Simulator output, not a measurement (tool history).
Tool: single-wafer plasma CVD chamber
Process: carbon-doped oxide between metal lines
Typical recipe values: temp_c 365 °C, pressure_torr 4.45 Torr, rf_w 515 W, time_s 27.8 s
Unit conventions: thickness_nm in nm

run	hour	temp_c	pressure_torr	rf_w	time_s	read-back reference wafer on the same gauge, thickness_nm	thickness_nm
1	0.0	365	4.45	515	29.4	141.024	154.092
2	27.4	365	4.45	515	29.4	140.937	154.110
3	50.9	365	4.45	515	27.8	141.053	145.020
4	156.4	365	4.45	515	27.8	140.955	145.045
5	184.4	365	4.85	515	27.8	141.030	147.080
6	216.5	365	4.85	515	27.8	141.019	147.040
7	237.3	360	4.03	515	27.8	141.036	144.960
8	272.3	360	4.03	515	27.8	141.012	144.969
9	303.8	360	4.03	515	27.8	140.957	145.008
# hour 332.5: RF generator calibrated
10	337.3	361	4.45	515	23.6	140.964	130.751
11	371.7	361	4.45	515	23.6	140.978	130.458
12	403.6	365	4.45	515	26.4	140.998	144.300
13	428.2	365	4.45	515	26.4	140.998	144.194
14	454.5	365	4.45	515	27.8	140.981	151.488
15	484.8	365	4.45	515	27.8	141.021	151.040
16	518.9	365	4.45	450	32.5	140.958	165.232
# hour 521.6: gauge calibrated
# hour 542.8: showerhead replaced
17	546.5	369	4.03	515	27.8	141.051	147.222
# hour 560.4: capacitance manometer re-zeroed and calibrated
18	565.1	351	4.81	515	27.8	141.034	159.075
19	581.3	355	5.49	430	27.8	140.985	146.792
20	600.2	353	3.69	475	23.2	141.035	122.603
# hour 616.5: thermocouple changed; heater temperature recalibrated
21	688.1	365	4.45	515	29.4	140.981	159.955
22	701.6	365	4.45	515	27.8	141.029	150.423
23	735.3	365	3.65	515	27.8	141.059	147.905
24	748.6	370	4.45	425	30.8	141.057	150.371
25	766.6	365	4.45	515	22.6	141.023	123.067
26	800.1	370	4.45	590	27.8	141.035	158.254
27	835.9	379	4.45	515	27.8	140.996	145.460

Alternative continuations, all from the tool just after run 27; predict every row:
A	836.3	365	4.45	515	27.8	?	?
B	836.3	354	4.45	515	27.8	?	?
C	836.3	365	5.24	600	27.8	?	?
D	836.3	365	4.45	430	22.7	?	?

run	read-back reference wafer on the same gauge, thickness_nm	thickness_nm
A	141.001	150.385
B	141.001	155.351
C	141.001	165.735
D	141.001	112.665
Without the tool's unlogged condition, the same runs would have read:
run	thickness_nm
A	151.748
B	156.759
C	167.196
D	113.871
